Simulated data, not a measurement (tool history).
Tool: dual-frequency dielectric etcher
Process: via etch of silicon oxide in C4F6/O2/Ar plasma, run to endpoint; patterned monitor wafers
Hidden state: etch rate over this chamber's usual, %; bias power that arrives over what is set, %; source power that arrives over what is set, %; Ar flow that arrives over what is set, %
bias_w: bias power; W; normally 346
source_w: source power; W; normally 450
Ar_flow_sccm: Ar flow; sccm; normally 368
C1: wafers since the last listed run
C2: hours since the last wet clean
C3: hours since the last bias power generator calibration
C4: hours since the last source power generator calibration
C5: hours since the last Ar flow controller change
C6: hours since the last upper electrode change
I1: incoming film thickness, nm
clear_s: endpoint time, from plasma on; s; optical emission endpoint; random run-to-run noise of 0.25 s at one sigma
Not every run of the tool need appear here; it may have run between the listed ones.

Run 1, hour 0: usual settings; C1 0; C2 115.1; C3 3551.2; C4 3818.7; C5 3081.5; C6 4608.3; I1 138.7. Result: clear_s 34.5 s.
Run 2, hour 46.2: usual settings; C1 692; C2 161.3; C3 3597.4; C4 3864.9; C5 3127.7; C6 4654.5; I1 138.9. Result: clear_s 34.4 s.
Run 3, hour 117.6: usual settings; C1 1070; C2 232.7; C3 3668.8; C4 3936.3; C5 3199.1; C6 4725.9; I1 137.9. Result: clear_s 33.9 s.
At hour 263.7: wet clean of the chamber.
Run 4, hour 272.6: usual settings; C1 1964; C2 8.9; C3 3823.8; C4 4091.3; C5 3354.1; C6 4880.9; I1 139.2. Result: clear_s 34.4 s.
Run 5, hour 331.6: usual settings; C1 884; C2 67.9; C3 3882.8; C4 4150.3; C5 3413.1; C6 4939.9; I1 139.4. Result: clear_s 34.4 s.
Run 6, hour 393.5: usual settings; C1 928; C2 129.8; C3 3944.7; C4 4212.2; C5 3475; C6 5001.8; I1 138.6. Result: clear_s 34.7 s.
Run 7, hour 430.3: usual settings; C1 551; C2 166.6; C3 3981.5; C4 4249; C5 3511.8; C6 5038.6; I1 139.2. Result: clear_s 34.9 s.
Run 8, hour 494.4: usual settings; C1 961; C2 230.7; C3 4045.6; C4 4313.1; C5 3575.9; C6 5102.7; I1 138.1. Result: clear_s 35.5 s.
At hour 531.3: Ar flow controller replaced.
Run 9, hour 538.9: usual settings; C1 577; C2 275.2; C3 4090.1; C4 4357.6; C5 7.6; C6 5147.2; I1 138.7. Result: clear_s 35.4 s.
Run 10, hour 606.4: usual settings but source_w 360 W; C1 1012; C2 342.7; C3 4157.6; C4 4425.1; C5 75.1; C6 5214.7; I1 137.8. Result: clear_s 40.1 s.
Run 11, hour 657.6: usual settings but source_w 400 W, Ar_flow_sccm 338 sccm; C1 767; C2 393.9; C3 4208.8; C4 4476.3; C5 126.3; C6 5265.9; I1 141.3. Result: clear_s 38.8 s.
Run 12, hour 721.3: usual settings but source_w 480 W, Ar_flow_sccm 306 sccm; C1 955; C2 457.6; C3 4272.5; C4 4540; C5 190; C6 5329.6; I1 138. Result: clear_s 33.4 s.
At hour 752.5: wet clean of the chamber.
At hour 797.2: source power generator calibrated.
At hour 804.4: upper electrode replaced.
Run 13, hour 804.9: usual settings; C1 726; C2 52.4; C3 4356.1; C4 7.7; C5 273.6; C6 0.5; I1 139.2. Result: clear_s 34.3 s.
Run 14, hour 849.2: usual settings but Ar_flow_sccm 447 sccm; C1 664; C2 96.7; C3 4400.4; C4 52; C5 317.9; C6 44.8; I1 139.4. Result: clear_s 35.6 s.
Run 15, hour 879.7: usual settings; C1 457; C2 127.2; C3 4430.9; C4 82.5; C5 348.4; C6 75.3; I1 138.2. Result: clear_s 34.9 s.
At hour 916.4: bias power generator calibrated.
Run 16, hour 950.7: usual settings; C1 1004; C2 198.2; C3 34.3; C4 153.5; C5 419.4; C6 146.3; I1 138.7. Result: clear_s 35.3 s.
Run 17, hour 1018.7: usual settings but bias_w 316 W, source_w 370 W, Ar_flow_sccm 397 sccm; C1 1019; C2 266.2; C3 102.3; C4 221.5; C5 487.4; C6 214.3; I1 139.7. Result: clear_s 41.9 s.
Run 18, hour 1068.8: usual settings but bias_w 271 W, source_w 560 W, Ar_flow_sccm 301 sccm; C1 751; C2 316.3; C3 152.4; C4 271.6; C5 537.5; C6 264.4; I1 139.3. Result: clear_s 33.7 s.
Run 19, hour 1117.3: usual settings but bias_w 266 W, Ar_flow_sccm 396 sccm; C1 727; C2 364.8; C3 200.9; C4 320.1; C5 586; C6 312.9; I1 139.6. Result: clear_s 40.1 s.
At hour 1160.7: wet clean of the chamber.
Run 20, hour 1161.2: usual settings; C1 298; C2 0.5; C3 244.8; C4 364; C5 629.9; C6 356.8; I1 138.4. Result: clear_s 34 s.

How would selected steps in clear_s from run to run divide? Give the signed amount a tool lacking its hidden state would still show from settings, what came in and random variation, and the signed amount left for the hidden state, including any gauge scatter that is not in both of the compared results.
Run 12 -> 13: source_w 480 -> 450, Ar_flow_sccm 306 -> 368, wet clean of the chamber, source power generator calibrated, upper electrode replaced. clear_s +0.9 s: hidden state -1.5, all else +2.4.
Run 16 -> 17: bias_w 346 -> 316, source_w 450 -> 370, Ar_flow_sccm 368 -> 397. clear_s +6.6 s: hidden state +0.6, all else +6.
Run 17 -> 18: bias_w 316 -> 271, source_w 370 -> 560, Ar_flow_sccm 397 -> 301. clear_s -8.2 s: hidden state -0.1, all else -8.1.
Run 19 -> 20: bias_w 266 -> 346, Ar_flow_sccm 396 -> 368, wet clean of the chamber. clear_s -6.1 s: hidden state -2.4, all else -3.7.

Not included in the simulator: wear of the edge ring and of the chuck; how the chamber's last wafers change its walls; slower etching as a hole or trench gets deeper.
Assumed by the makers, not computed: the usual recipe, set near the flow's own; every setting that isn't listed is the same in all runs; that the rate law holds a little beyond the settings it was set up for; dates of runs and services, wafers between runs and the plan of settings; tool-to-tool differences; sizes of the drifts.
